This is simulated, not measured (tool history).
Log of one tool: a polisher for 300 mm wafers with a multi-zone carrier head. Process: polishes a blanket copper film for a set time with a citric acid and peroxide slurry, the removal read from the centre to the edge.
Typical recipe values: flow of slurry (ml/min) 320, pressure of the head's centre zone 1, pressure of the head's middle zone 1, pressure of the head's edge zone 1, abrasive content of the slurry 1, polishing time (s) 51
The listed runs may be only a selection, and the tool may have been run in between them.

run	hour	flow of slurry (ml/min)	pressure of the head's centre zone	pressure of the head's middle zone	pressure of the head's edge zone	abrasive content of the slurry	polishing time (s)	incoming thickness of the incoming film, nm	film removed at the wafer's centre (nm)	film removed at mid-radius (nm)	film removed at the wafer's edge (nm)
1	0	320	1	1	1.09	1	51	1106	203.5	210.1	220.1
2	32	320	0.96	0.95	1	1.15	51	1113.4	207.3	203.5	216.4
3	64.3	320	1	1	1	1	51	1120.3	206.4	211.9	211.9
4	90.2	320	1	1.11	1	1	51	1117.7	207.5	227.5	211.4
# hour 242: slurry nozzle cleaned
5	273.8	320	0.93	1.11	0.93	1	51	1095.8	192.3	226.8	204.1
# hour 277.9: worn pad replaced by a new one
6	312.7	320	1.12	1.1	1	1.1	51	1110.9	236.6	232.6	212.5
7	346.1	320	1.06	1	1	1.2	51	1125.2	229.9	220.8	218.4
# hour 363.3: centre zone pressure recalibrated
8	392.4	320	1	0.94	0.96	0.8	43	1114.8	163.8	154.5	166
9	438.6	320	1	1	1	0.85	62	1107.7	241.9	240.8	248
# hour 484.5: edge zone pressure recalibrated
10	491.2	320	1	1	1.09	1	51	1102.2	204.2	205.3	220.3
11	534.1	320	0.96	1.08	1.08	1	51	1127.2	203.1	224.6	218.2
# hour 569.2: carrier head's membrane replaced by a new one
12	569.7	320	1.05	1.09	0.95	1.3	51	1110.4	232.7	238.7	221.5
13	595.9	360	0.95	0.89	1	1	51	1101	200.4	193.7	212.6
14	636.9	320	0.93	1.11	0.93	1	51	1127	194.1	230.2	209.2
# hour 659.5: worn pad replaced by a new one
15	703.5	380	1	0.94	1.08	0.75	51	1132.2	197.1	186.2	205.5
16	753	320	0.96	0.89	1	1	51	1105.8	200.9	189.7	210.1
# hour 794.3: slurry nozzle cleaned
17	824.9	225	0.91	1	1.05	0.8	51	1108.7	170	188.7	199
18	881.2	320	0.9	1.06	1	1.2	51	1099.1	195.2	225.4	218
# hour 886.3: centre zone pressure recalibrated
19	949.6	320	1	1	1	1	51	1090.2	206.7	209.3	207.9
20	1016.8	320	1	1.06	1	1	51	1101.3	207.1	215.1	211.3
21	1052.5	320	1	0.96	1	1	38	1129.2	153.3	148.8	158
# hour 1060.3: edge zone pressure recalibrated
# hour 1075.3: worn pad replaced by a new one
22	1105.2	320	1.04	1	1	0.8	51	1092	206.4	197	200.5

Alternative continuations, all from the tool just after run 22; predict every row:
A	1105.6	320	1	1	1	1	36	1108.1	?	?	?
B	1105.6	320	1	1	1	1.2	65	1108.1	?	?	?
C	1105.6	265	1	1	1	1	51	1108.1	?	?	?

run	film removed at the wafer's centre (nm)	film removed at mid-radius (nm)	film removed at the wafer's edge (nm)
A	144.4	144	150.4
B	272.7	272	284.1
C	199.8	199.7	209.7
Stripped of hidden state, with their random variation kept, the same runs would have yielded:
run	film removed at the wafer's centre (nm)	film removed at mid-radius (nm)	film removed at the wafer's edge (nm)
A	144.4	144	150.4
B	272.7	272	284.1
C	199.8	199.7	209.7
